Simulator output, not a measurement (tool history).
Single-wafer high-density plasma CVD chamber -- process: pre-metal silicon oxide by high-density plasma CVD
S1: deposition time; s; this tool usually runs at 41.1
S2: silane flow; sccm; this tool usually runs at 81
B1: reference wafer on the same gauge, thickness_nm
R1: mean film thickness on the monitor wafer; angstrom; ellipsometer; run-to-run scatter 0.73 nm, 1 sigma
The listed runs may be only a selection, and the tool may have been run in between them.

run 1 hour=0 | S1=41.1 S2=85 | B1=400.915 | R1=3471.77
run 2 hour=24.1 | S1=41.1 S2=85 | B1=400.897 | R1=3472.11
run 3 hour=51.7 | S1=47.4 S2=72 | B1=401.193 | R1=3388.37
run 4 hour=101.2 | S1=47.4 S2=72 | B1=400.974 | R1=3380.18
run 5 hour=168.6 | S1=41.1 S2=81 | B1=401.022 | R1=3296.35
run 6 hour=231 | S1=41.1 S2=81 | B1=400.978 | R1=3296.14
run 7 hour=283.7 | S1=43.8 S2=81 | B1=401.001 | R1=3520.93
run 8 hour=315.5 | S1=47.4 S2=72 | B1=401.05 | R1=3375.1
run 9 hour=365.6 | S1=34.9 S2=92 | B1=400.884 | R1=3179.72
-- hour=395.8 gauge calibrated
-- hour=464.1 silane flow controller replaced
run 10 hour=491 | S1=36.2 S2=85 | B1=400.878 | R1=3411.91
run 11 hour=525 | S1=33.4 S2=95 | B1=401.07 | R1=3520.24
-- hour=557.1 silane flow controller replaced, repeated, since the last time left the tool worse
run 12 hour=573.7 | S1=33.3 S2=68 | B1=401.148 | R1=2316.57

What does the tool deliver on the next run?
run 13 hour=620 | S1=36 S2=91 | B1=? | R1=?

B1: 400.99
R1: 3352.35 angstrom
Minus the tool's unlogged condition, the same run would have read R1 3372.02 angstrom.

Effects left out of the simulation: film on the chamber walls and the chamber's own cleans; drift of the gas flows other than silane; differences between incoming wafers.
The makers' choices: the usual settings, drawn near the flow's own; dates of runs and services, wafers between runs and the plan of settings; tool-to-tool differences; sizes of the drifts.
